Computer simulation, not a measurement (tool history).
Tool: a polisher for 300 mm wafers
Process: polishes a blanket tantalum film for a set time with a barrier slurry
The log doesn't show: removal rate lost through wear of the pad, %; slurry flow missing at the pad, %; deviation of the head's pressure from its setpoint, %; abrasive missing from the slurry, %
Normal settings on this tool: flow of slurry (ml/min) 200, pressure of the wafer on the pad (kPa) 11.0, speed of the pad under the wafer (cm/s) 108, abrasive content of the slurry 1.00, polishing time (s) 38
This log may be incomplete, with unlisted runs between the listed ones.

| run | hour | flow of slurry (ml/min) | pressure of the wafer on the pad (kPa) | speed of the pad under the wafer (cm/s) | abrasive content of the slurry | polishing time (s) | wafers since the last listed run | wafers polished on this pad | hours since the slurry nozzle was cleaned | hours since the head pressure was calibrated | hours since the slurry blender was calibrated | incoming thickness of the incoming film, nm | film removed (angstrom) |
|---|---|---|---|---|---|---|---|---|---|---|---|---|---|
| 1 | 0.0 | 175 | 11.0 | 108 | 1.00 | 38 | 0 | 4464 | 202.7 | 136.4 | 300.4 | 281.0 | 584 |
|  | 9.6 | slurry blender recalibrated |
|  | 28.8 | worn pad replaced by a new one |
| 2 | 46.1 | 175 | 11.0 | 108 | 1.00 | 38 | 668 | 287 | 248.8 | 182.5 | 36.5 | 278.0 | 593 |
| 3 | 119.5 | 200 | 11.0 | 108 | 1.00 | 38 | 1224 | 1512 | 322.2 | 255.9 | 109.9 | 281.3 | 591 |
|  | 186.9 | slurry nozzle cleaned |
| 4 | 207.1 | 200 | 11.0 | 108 | 1.00 | 38 | 1444 | 2956 | 20.2 | 343.5 | 197.5 | 277.5 | 593 |
| 5 | 303.8 | 200 | 11.0 | 108 | 1.00 | 38 | 1613 | 4569 | 116.9 | 440.2 | 294.2 | 280.5 | 589 |
|  | 379.5 | worn pad replaced by a new one |
|  | 390.3 | slurry blender recalibrated |
| 6 | 399.7 | 200 | 11.0 | 108 | 1.00 | 38 | 1499 | 303 | 212.8 | 536.1 | 9.4 | 277.4 | 596 |
| 7 | 468.8 | 250 | 11.0 | 108 | 1.00 | 38 | 1152 | 1456 | 281.9 | 605.2 | 78.5 | 275.1 | 610 |
| 8 | 518.5 | 250 | 11.0 | 108 | 1.00 | 38 | 829 | 2285 | 331.6 | 654.9 | 128.2 | 279.3 | 597 |
|  | 579.7 | slurry nozzle cleaned |
| 9 | 618.3 | 250 | 11.0 | 108 | 1.00 | 38 | 1648 | 3933 | 38.6 | 754.7 | 228.0 | 281.9 | 606 |
|  | 661.2 | head pressure recalibrated |
| 10 | 717.4 | 220 | 11.0 | 108 | 1.00 | 41 | 1619 | 5552 | 137.7 | 56.2 | 327.1 | 286.2 | 648 |
|  | 734.7 | slurry blender recalibrated |
|  | 777.9 | worn pad replaced by a new one |
| 11 | 824.4 | 220 | 11.0 | 108 | 1.00 | 41 | 1684 | 775 | 244.7 | 163.2 | 89.7 | 279.1 | 645 |
| 12 | 867.1 | 160 | 11.0 | 108 | 1.00 | 38 | 712 | 1487 | 287.4 | 205.9 | 132.4 | 279.3 | 577 |
|  | 903.3 | slurry nozzle cleaned |
| 13 | 937.5 | 250 | 11.0 | 108 | 1.00 | 38 | 1157 | 2645 | 34.2 | 276.3 | 202.8 | 281.1 | 610 |
| 14 | 1012.6 | 180 | 11.0 | 142 | 1.00 | 43 | 1252 | 3897 | 109.3 | 351.4 | 277.9 | 281.2 | 880 |
| 15 | 1103.6 | 200 | 9.7 | 124 | 0.70 | 38 | 1517 | 5415 | 200.3 | 442.4 | 368.9 | 275.2 | 552 |
|  | 1112.8 | slurry blender recalibrated |
|  | 1124.7 | worn pad replaced by a new one |
| 16 | 1144.3 | 200 | 11.0 | 144 | 1.00 | 49 | 578 | 326 | 241.0 | 483.1 | 31.5 | 278.3 | 1038 |
| 17 | 1250.8 | 200 | 11.0 | 78 | 1.00 | 38 | 1776 | 2103 | 347.5 | 589.6 | 138.0 | 281.8 | 428 |
|  | 1290.6 | slurry nozzle cleaned |
| 18 | 1306.8 | 200 | 11.0 | 108 | 1.00 | 31 | 917 | 3020 | 16.2 | 645.6 | 194.0 | 284.6 | 480 |
| 19 | 1381.1 | 200 | 11.0 | 144 | 1.00 | 49 | 1239 | 4260 | 90.5 | 719.9 | 268.3 | 282.0 | 1033 |
|  | 1456.1 | worn pad replaced by a new one |
| 20 | 1472.9 | 175 | 11.0 | 90 | 1.25 | 47 | 1464 | 279 | 182.3 | 811.7 | 360.1 | 282.0 | 644 |
|  | 1509.3 | slurry blender recalibrated |
| 21 | 1567.0 | 200 | 11.0 | 108 | 1.00 | 38 | 1536 | 1815 | 276.4 | 905.8 | 57.7 | 276.4 | 598 |
| 22 | 1628.8 | 230 | 11.0 | 96 | 1.00 | 38 | 1030 | 2846 | 338.2 | 967.6 | 119.5 | 279.9 | 536 |
|  | 1641.3 | slurry nozzle cleaned |
|  | 1667.0 | head pressure recalibrated |
| 23 | 1683.2 | 200 | 11.0 | 136 | 0.80 | 38 | 857 | 3704 | 41.9 | 16.2 | 173.9 | 278.9 | 699 |
| 24 | 1739.5 | 200 | 11.0 | 74 | 1.00 | 38 | 939 | 4643 | 98.2 | 72.5 | 230.2 | 283.0 | 408 |

What if the next run were any one of these 5? Each begins from the tool's condition after run 24:
| A | 1739.9 | 200 | 11.0 | 108 | 0.70 | 38 | 6 | 4650 | 98.6 | 72.9 | 230.6 | 283.7 | ? |
| B | 1739.9 | 200 | 11.0 | 98 | 1.00 | 38 | 6 | 4650 | 98.6 | 72.9 | 230.6 | 283.7 | ? |
| C | 1739.9 | 200 | 11.0 | 142 | 0.75 | 38 | 6 | 4650 | 98.6 | 72.9 | 230.6 | 283.7 | ? |
| D | 1739.9 | 170 | 11.0 | 74 | 1.25 | 38 | 6 | 4650 | 98.6 | 72.9 | 230.6 | 283.7 | ? |
| E | 1739.9 | 200 | 11.0 | 108 | 1.00 | 32 | 6 | 4650 | 98.6 | 72.9 | 230.6 | 283.7 | ? |

| run | film removed (angstrom) |
|---|---|
| A | 539 |
| B | 544 |
| C | 724 |
| D | 428 |
| E | 504 |
Stripped of hidden state, with their random variation kept, the same runs would have yielded:
| run | film removed (angstrom) |
|---|---|
| A | 539 |
| B | 544 |
| C | 724 |
| D | 428 |
| E | 504 |

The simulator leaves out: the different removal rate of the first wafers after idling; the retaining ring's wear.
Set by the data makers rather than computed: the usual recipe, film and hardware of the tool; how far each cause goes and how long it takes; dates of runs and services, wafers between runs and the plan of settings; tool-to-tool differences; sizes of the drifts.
